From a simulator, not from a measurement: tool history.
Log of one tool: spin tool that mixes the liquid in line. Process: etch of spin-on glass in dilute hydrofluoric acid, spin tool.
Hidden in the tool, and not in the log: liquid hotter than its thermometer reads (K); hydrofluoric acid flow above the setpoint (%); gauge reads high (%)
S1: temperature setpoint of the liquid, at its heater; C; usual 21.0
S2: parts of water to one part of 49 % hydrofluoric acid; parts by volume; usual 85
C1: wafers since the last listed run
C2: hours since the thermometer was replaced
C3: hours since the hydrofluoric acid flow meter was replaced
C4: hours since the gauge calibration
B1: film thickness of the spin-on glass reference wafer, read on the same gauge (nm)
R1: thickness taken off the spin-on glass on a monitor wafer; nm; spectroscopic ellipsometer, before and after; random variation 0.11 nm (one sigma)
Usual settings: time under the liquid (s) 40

run 1 hour=0.0 | S1=21.0 S2=85 time_under_the_liquid_(s)=40 | C1=0 C2=1044.1 C3=646.6 C4=5.2 | B1=130.01 | R1=23.39
run 2 hour=12.6 | S1=17.5 S2=85 time_under_the_liquid_(s)=40 | C1=201 C2=1056.7 C3=659.2 C4=17.8 | B1=129.99 | R1=20.28
run 3 hour=25.9 | S1=17.5 S2=85 time_under_the_liquid_(s)=40 | C1=213 C2=1070.0 C3=672.5 C4=31.1 | B1=130.00 | R1=20.17
run 4 hour=32.4 | S1=17.5 S2=85 time_under_the_liquid_(s)=40 | C1=104 C2=1076.5 C3=679.0 C4=37.6 | B1=130.00 | R1=20.14
run 5 hour=40.8 | S1=21.0 S2=85 time_under_the_liquid_(s)=40 | C1=134 C2=1084.9 C3=687.4 C4=46.0 | B1=130.01 | R1=23.32
run 6 hour=51.8 | S1=21.0 S2=85 time_under_the_liquid_(s)=40 | C1=176 C2=1095.9 C3=698.4 C4=57.0 | B1=129.99 | R1=23.18
run 7 hour=68.6 | S1=21.0 S2=85 time_under_the_liquid_(s)=40 | C1=269 C2=1112.7 C3=715.2 C4=73.8 | B1=130.02 | R1=23.60
-- hour=82.8 thermometer replaced
run 8 hour=84.0 | S1=21.0 S2=85 time_under_the_liquid_(s)=40 | C1=230 C2=1.2 C3=730.6 C4=89.2 | B1=130.02 | R1=23.63
run 9 hour=93.9 | S1=18.0 S2=125 time_under_the_liquid_(s)=40 | C1=158 C2=11.1 C3=740.5 C4=99.1 | B1=129.99 | R1=13.53
run 10 hour=101.7 | S1=21.0 S2=85 time_under_the_liquid_(s)=65 | C1=125 C2=18.9 C3=748.3 C4=106.9 | B1=130.00 | R1=38.69
run 11 hour=113.9 | S1=21.0 S2=85 time_under_the_liquid_(s)=40 | C1=195 C2=31.1 C3=760.5 C4=119.1 | B1=130.01 | R1=23.96
run 12 hour=125.7 | S1=21.0 S2=60 time_under_the_liquid_(s)=40 | C1=189 C2=42.9 C3=772.3 C4=130.9 | B1=130.03 | R1=34.50
-- hour=138.7 gauge calibrated
run 13 hour=142.5 | S1=21.0 S2=85 time_under_the_liquid_(s)=40 | C1=269 C2=59.7 C3=789.1 C4=3.8 | B1=129.98 | R1=23.90
-- hour=150.2 hydrofluoric acid flow meter replaced
run 14 hour=158.3 | S1=17.5 S2=115 time_under_the_liquid_(s)=30 | C1=237 C2=75.5 C3=8.1 C4=19.6 | B1=130.01 | R1=9.79
run 15 hour=176.1 | S1=22.5 S2=115 time_under_the_liquid_(s)=55 | C1=285 C2=93.3 C3=25.9 C4=37.4 | B1=130.00 | R1=21.88
run 16 hour=188.8 | S1=21.0 S2=55 time_under_the_liquid_(s)=20 | C1=203 C2=106.0 C3=38.6 C4=50.1 | B1=129.99 | R1=16.91
run 17 hour=197.4 | S1=22.5 S2=115 time_under_the_liquid_(s)=55 | C1=137 C2=114.6 C3=47.2 C4=58.7 | B1=130.04 | R1=22.04

The tool's hidden state at each run:
liquid hotter than its thermometer reads (K): 0 in every run
gauge reads high (%): 0 in every run
H1: hydrofluoric acid flow above the setpoint (%)
run=1 H1=11
run=2 H1=11.2
run=3 H1=11.4
run=4 H1=11.4
run=5 H1=11.6
run=6 H1=11.7
run=7 H1=11.9
run=8 H1=12.1
run=9 H1=12.3
run=10 H1=12.4
run=11 H1=12.5
run=12 H1=12.7
run=13 H1=12.9
run=14 H1=1.29
run=15 H1=1.52
run=16 H1=1.69
run=17 H1=1.8
